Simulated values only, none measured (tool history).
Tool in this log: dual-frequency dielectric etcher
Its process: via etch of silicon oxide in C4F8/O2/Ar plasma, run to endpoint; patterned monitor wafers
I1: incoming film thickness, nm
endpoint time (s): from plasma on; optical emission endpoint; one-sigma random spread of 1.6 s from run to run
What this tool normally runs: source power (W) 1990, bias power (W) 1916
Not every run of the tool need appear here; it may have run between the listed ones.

Run 1, day 0.000: usual settings; I1 1474.7. Result: endpoint time (s) 316.1.
Run 2, day 1.404: usual settings; I1 1463.4. Result: endpoint time (s) 310.9.
Run 3, day 3.596: usual settings but source power (W) 1760; I1 1455.5. Result: endpoint time (s) 327.9.
Run 4, day 4.750: usual settings but source power (W) 1760; I1 1478.2. Result: endpoint time (s) 331.7.
Run 5, day 6.108: usual settings but source power (W) 1760; I1 1457.2. Result: endpoint time (s) 326.1.
Run 6, day 7.183: usual settings but source power (W) 1730; I1 1449.6. Result: endpoint time (s) 324.9.
Run 7, day 8.400: usual settings but source power (W) 1730; I1 1475.1. Result: endpoint time (s) 331.9.
Run 8, day 9.000: usual settings but source power (W) 1730; I1 1465.4. Result: endpoint time (s) 329.8.
Run 9, day 9.804: usual settings but source power (W) 1690, bias power (W) 1555; I1 1465.1. Result: endpoint time (s) 344.1.
Run 10, day 10.629: usual settings; I1 1471.9. Result: endpoint time (s) 308.1.
Run 11, day 11.396: usual settings but bias power (W) 2240; I1 1459.5. Result: endpoint time (s) 295.0.
Run 12, day 12.533: usual settings but bias power (W) 2240; I1 1451.3. Result: endpoint time (s) 294.4.
Run 13, day 13.092: usual settings but bias power (W) 2240; I1 1464.0. Result: endpoint time (s) 298.5.
Run 14, day 13.925: usual settings; I1 1465.5. Result: endpoint time (s) 305.5.
At day 15.579: wet clean of the chamber.
Run 15, day 15.600: usual settings but source power (W) 2450, bias power (W) 2160; I1 1464.1. Result: endpoint time (s) 267.4.
Run 16, day 16.246: usual settings but source power (W) 1530, bias power (W) 1611; I1 1470.3. Result: endpoint time (s) 354.1.
Run 17, day 17.029: usual settings but source power (W) 1760; I1 1476.4. Result: endpoint time (s) 320.3.
Run 18, day 18.150: usual settings but source power (W) 2200; I1 1471.4. Result: endpoint time (s) 288.3.
Run 19, day 18.858: usual settings but source power (W) 2240; I1 1467.9. Result: endpoint time (s) 285.3.
Run 20, day 20.271: usual settings but source power (W) 1590, bias power (W) 2282; I1 1461.9. Result: endpoint time (s) 318.3.
Run 21, day 21.479: usual settings but source power (W) 2360; I1 1457.9. Result: endpoint time (s) 276.2.
Run 22, day 22.012: usual settings; I1 1470.8. Result: endpoint time (s) 299.5.
At day 22.575: bias power generator calibrated.
At day 24.125: source power generator calibrated.
At day 24.271: wet clean of the chamber, repeated, since the last time left the tool worse.
Run 23, day 24.292: usual settings but source power (W) 1590, bias power (W) 2058; I1 1452.1. Result: endpoint time (s) 334.4.
Run 24, day 24.308: usual settings but source power (W) 2380; I1 1479.9. Result: endpoint time (s) 292.7.
At day 25.600: upper electrode replaced.
Run 25, day 25.621: usual settings but bias power (W) 2240; I1 1455.4. Result: endpoint time (s) 301.6.
Run 26, day 26.546: usual settings but source power (W) 1800, bias power (W) 2213; I1 1463.6. Result: endpoint time (s) 311.2.
Run 27, day 27.704: usual settings but source power (W) 1490, bias power (W) 2036; I1 1462.6. Result: endpoint time (s) 350.4.
Run 28, day 28.904: usual settings; I1 1451.0. Result: endpoint time (s) 306.1.
Run 29, day 29.650: usual settings; I1 1477.4. Result: endpoint time (s) 311.1.
Run 30, day 30.392: usual settings but source power (W) 1660, bias power (W) 1576; I1 1473.0. Result: endpoint time (s) 349.5.
Run 31, day 31.329: usual settings but source power (W) 2150, bias power (W) 2356; I1 1461.8. Result: endpoint time (s) 284.1.
Run 32, day 32.817: usual settings but bias power (W) 1719; I1 1455.3. Result: endpoint time (s) 312.2.
Run 33, day 33.421: usual settings but source power (W) 1650, bias power (W) 2057; I1 1466.0. Result: endpoint time (s) 332.3.
Run 34, day 34.700: usual settings but source power (W) 2310, bias power (W) 1604; I1 1467.1. Result: endpoint time (s) 297.9.
Run 35, day 35.204: usual settings but source power (W) 1760, bias power (W) 2065; I1 1446.5. Result: endpoint time (s) 317.3.

Here are 4 independent what-if runs from the current tool condition. What would each one return?
Run A, day 35.225: usual settings; I1 1456.2. Result: endpoint time (s) ?.
Run B, day 35.225: usual settings but bias power (W) 1789; I1 1456.2. Result: endpoint time (s) ?.
Run C, day 35.225: usual settings but source power (W) 1850, bias power (W) 2252; I1 1456.2. Result: endpoint time (s) ?.
Run D, day 35.225: usual settings but source power (W) 1750, bias power (W) 2332; I1 1456.2. Result: endpoint time (s) ?.

run  endpoint time (s)
  A              306.2
  B              310.2
  C              306.2
  D              311.6
Without the tool's unlogged condition, the same runs would have read:
run  endpoint time (s)
  A              309.6
  B              313.7
  C              309.6
  D              315.1

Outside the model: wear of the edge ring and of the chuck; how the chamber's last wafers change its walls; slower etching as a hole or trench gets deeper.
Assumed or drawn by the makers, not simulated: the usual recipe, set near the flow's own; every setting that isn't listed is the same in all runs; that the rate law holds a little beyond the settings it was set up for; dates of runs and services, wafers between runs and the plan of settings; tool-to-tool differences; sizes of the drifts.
